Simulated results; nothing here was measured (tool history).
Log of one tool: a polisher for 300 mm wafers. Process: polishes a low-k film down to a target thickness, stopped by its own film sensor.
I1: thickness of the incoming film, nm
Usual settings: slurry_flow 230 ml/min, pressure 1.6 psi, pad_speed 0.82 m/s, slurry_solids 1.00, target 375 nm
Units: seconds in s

{"run": 1, "hour": 0.0, "slurry_flow": 230, "pressure": 1.6, "pad_speed": 0.76, "slurry_solids": 1.0, "target": 379, "I1": 418.0, "seconds": 162.3}
{"hour": 34.7, "done": "slurry nozzle cleaned"}
{"run": 2, "hour": 102.7, "slurry_flow": 230, "pressure": 1.2, "pad_speed": 0.82, "slurry_solids": 1.0, "target": 375, "I1": 412.0, "seconds": 197.9}
{"hour": 159.3, "done": "worn pad replaced by a new one"}
{"run": 3, "hour": 187.2, "slurry_flow": 230, "pressure": 1.6, "pad_speed": 0.82, "slurry_solids": 1.0, "target": 375, "I1": 424.9, "seconds": 188.6}
{"run": 4, "hour": 237.2, "slurry_flow": 230, "pressure": 1.6, "pad_speed": 0.82, "slurry_solids": 1.0, "target": 375, "I1": 416.5, "seconds": 161.3}
{"run": 5, "hour": 319.5, "slurry_flow": 230, "pressure": 1.6, "pad_speed": 0.82, "slurry_solids": 1.0, "target": 375, "I1": 418.9, "seconds": 182.4}
{"run": 6, "hour": 368.0, "slurry_flow": 230, "pressure": 1.6, "pad_speed": 0.82, "slurry_solids": 1.05, "target": 375, "I1": 417.3, "seconds": 176.2}
{"hour": 408.6, "done": "slurry blender recalibrated"}
{"hour": 426.4, "done": "conditioning disc replaced and pad reconditioned"}
{"run": 7, "hour": 465.1, "slurry_flow": 230, "pressure": 1.6, "pad_speed": 0.82, "slurry_solids": 1.05, "target": 375, "I1": 415.4, "seconds": 152.8}
{"run": 8, "hour": 505.1, "slurry_flow": 230, "pressure": 1.6, "pad_speed": 0.82, "slurry_solids": 1.05, "target": 375, "I1": 415.4, "seconds": 156.5}
{"run": 9, "hour": 565.7, "slurry_flow": 230, "pressure": 1.6, "pad_speed": 0.82, "slurry_solids": 1.0, "target": 375, "I1": 414.2, "seconds": 158.3}
{"hour": 568.0, "done": "head pressure recalibrated"}
{"run": 10, "hour": 632.5, "slurry_flow": 230, "pressure": 1.6, "pad_speed": 0.82, "slurry_solids": 0.7, "target": 375, "I1": 419.2, "seconds": 222.5}
{"hour": 688.5, "done": "worn pad replaced by a new one"}
{"run": 11, "hour": 716.2, "slurry_flow": 290, "pressure": 1.6, "pad_speed": 0.6, "slurry_solids": 1.1, "target": 375, "I1": 416.7, "seconds": 190.1}
{"run": 12, "hour": 755.3, "slurry_flow": 230, "pressure": 1.6, "pad_speed": 0.66, "slurry_solids": 1.1, "target": 390, "I1": 418.3, "seconds": 124.5}
{"hour": 846.7, "done": "slurry nozzle cleaned"}
{"run": 13, "hour": 854.3, "slurry_flow": 230, "pressure": 1.9, "pad_speed": 0.94, "slurry_solids": 1.0, "target": 361, "I1": 420.9, "seconds": 201.1}
{"hour": 915.1, "done": "slurry blender recalibrated"}
{"run": 14, "hour": 926.1, "slurry_flow": 230, "pressure": 1.6, "pad_speed": 1.0, "slurry_solids": 1.0, "target": 375, "I1": 421.3, "seconds": 182.4}
{"run": 15, "hour": 1030.7, "slurry_flow": 230, "pressure": 1.6, "pad_speed": 0.82, "slurry_solids": 1.0, "target": 375, "I1": 415.8, "seconds": 190.3}
{"hour": 1045.5, "done": "conditioning disc replaced and pad reconditioned"}
{"run": 16, "hour": 1110.7, "slurry_flow": 230, "pressure": 1.2, "pad_speed": 0.92, "slurry_solids": 1.25, "target": 375, "I1": 423.0, "seconds": 211.3}
{"run": 17, "hour": 1186.2, "slurry_flow": 230, "pressure": 1.6, "pad_speed": 0.82, "slurry_solids": 1.0, "target": 375, "I1": 419.6, "seconds": 184.4}
{"hour": 1324.9, "done": "worn pad replaced by a new one"}
{"hour": 1398.7, "done": "slurry blender recalibrated"}
{"hour": 1425.1, "done": "head pressure recalibrated"}
{"hour": 1484.9, "done": "slurry nozzle cleaned"}
{"run": 18, "hour": 1508.3, "slurry_flow": 230, "pressure": 1.6, "pad_speed": 0.82, "slurry_solids": 1.0, "target": 375, "I1": 419.1, "seconds": 190.6}
{"run": 19, "hour": 1568.1, "slurry_flow": 230, "pressure": 1.6, "pad_speed": 0.82, "slurry_solids": 1.0, "target": 375, "I1": 422.4, "seconds": 208.5}
{"run": 20, "hour": 1647.7, "slurry_flow": 230, "pressure": 1.6, "pad_speed": 0.82, "slurry_solids": 0.8, "target": 375, "I1": 415.8, "seconds": 217.0}
{"hour": 1657.3, "done": "conditioning disc replaced and pad reconditioned"}
{"run": 21, "hour": 1745.5, "slurry_flow": 280, "pressure": 1.4, "pad_speed": 0.82, "slurry_solids": 1.15, "target": 364, "I1": 426.0, "seconds": 257.3}
{"run": 22, "hour": 1827.7, "slurry_flow": 230, "pressure": 1.9, "pad_speed": 0.72, "slurry_solids": 1.0, "target": 375, "I1": 418.7, "seconds": 166.0}
{"hour": 1900.5, "done": "worn pad replaced by a new one"}
{"hour": 1905.7, "done": "slurry blender recalibrated"}
{"run": 23, "hour": 1934.2, "slurry_flow": 305, "pressure": 1.4, "pad_speed": 0.82, "slurry_solids": 1.0, "target": 375, "I1": 423.4, "seconds": 208.8}
{"run": 24, "hour": 1978.4, "slurry_flow": 230, "pressure": 2.0, "pad_speed": 0.96, "slurry_solids": 1.0, "target": 390, "I1": 423.5, "seconds": 99.0}
{"run": 25, "hour": 2020.3, "slurry_flow": 230, "pressure": 1.6, "pad_speed": 0.82, "slurry_solids": 1.0, "target": 375, "I1": 420.1, "seconds": 188.7}
{"run": 26, "hour": 2074.0, "slurry_flow": 230, "pressure": 1.3, "pad_speed": 0.82, "slurry_solids": 1.0, "target": 375, "I1": 423.6, "seconds": 249.3}

3 ways to go on from here, each from the tool as it stands after run 26. What would each give?
{"run": "A", "hour": 2074.5, "slurry_flow": 230, "pressure": 1.6, "pad_speed": 0.82, "slurry_solids": 1.0, "target": 375, "I1": 419.5, "seconds": "?"}
{"run": "B", "hour": 2074.5, "slurry_flow": 230, "pressure": 1.6, "pad_speed": 0.66, "slurry_solids": 1.2, "target": 390, "I1": 419.5, "seconds": "?"}
{"run": "C", "hour": 2074.5, "slurry_flow": 230, "pressure": 1.4, "pad_speed": 0.82, "slurry_solids": 1.15, "target": 375, "I1": 419.5, "seconds": "?"}

run=A seconds=188.8
run=B seconds=131.5
run=C seconds=199.6
Without the tool's hidden state the same runs would have given:
run=A seconds=158.5
run=B seconds=112.2
run=C seconds=169.5
